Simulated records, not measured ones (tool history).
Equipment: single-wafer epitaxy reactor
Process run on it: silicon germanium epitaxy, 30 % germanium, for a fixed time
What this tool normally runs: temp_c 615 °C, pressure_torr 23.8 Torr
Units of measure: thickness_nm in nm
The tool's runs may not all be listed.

run,hour,temp_c,pressure_torr,wafers since the last listed run,hours since the last pyrometer calibration,hours since the last manometer calibration,hours since the showerhead was replaced,hours since the gauge calibration,"read-back reference wafer on the same gauge, thickness_nm",thickness_nm
1,0,615,23.8,0,1164.7,1305.9,2737,374,98.809,93.323
2,11.6,615,23.8,146,1176.3,1317.5,2748.6,385.6,99.034,94.715
3,29.5,615,19.5,226,1194.2,1335.4,2766.5,403.5,98.856,83.289
4,45.7,615,19.5,204,1210.4,1351.6,2782.7,419.7,98.774,83.47
5,63.6,615,22.5,226,1228.3,1369.5,2800.6,437.6,98.74,91.157
6,73.3,615,21.3,122,1238,1379.2,2810.3,447.3,98.717,88.913
7,79.3,615,21.3,75,1244,1385.2,2816.3,453.3,98.696,87.21
8,96.4,615,23.8,215,1261.1,1402.3,2833.4,470.4,98.664,94.135
9,109.9,615,23.8,170,1274.6,1415.8,2846.9,483.9,98.942,93.857
# hour 124.3: showerhead replaced
10,125,615,23.8,89,1289.7,1430.9,0.7,499,98.815,93.07
11,135.2,615,23.8,128,1299.9,1441.1,10.9,509.2,98.607,94.931
# hour 140.6: gauge calibrated
12,144.4,615,20.9,116,1309.1,1450.3,20.1,3.8,98.732,87.728
13,159.8,607,28.1,194,1324.5,1465.7,35.5,19.2,98.865,90.788
14,175.6,602,26.2,199,1340.3,1481.5,51.3,35,98.934,81.074
15,185.5,615,23.8,125,1350.2,1491.4,61.2,44.9,98.71,94.776
16,202.6,615,23.8,215,1367.3,1508.5,78.3,62,98.813,94.559
17,209.9,605,27.1,92,1374.6,1515.8,85.6,69.3,98.695,87.928
18,220.7,629,18.6,136,1385.4,1526.6,96.4,80.1,98.699,101.1
19,236.2,609,29.5,195,1400.9,1542.1,111.9,95.6,98.833,97.291

Predict the results of run 20:
20,247.6,615,23.8,143,1412.3,1553.5,123.3,107,?,?

read-back reference wafer on the same gauge, thickness_nm: 98.81
thickness_nm: 94.838 nm
Without the tool's hidden state the same run would have given thickness_nm 86.848 nm.

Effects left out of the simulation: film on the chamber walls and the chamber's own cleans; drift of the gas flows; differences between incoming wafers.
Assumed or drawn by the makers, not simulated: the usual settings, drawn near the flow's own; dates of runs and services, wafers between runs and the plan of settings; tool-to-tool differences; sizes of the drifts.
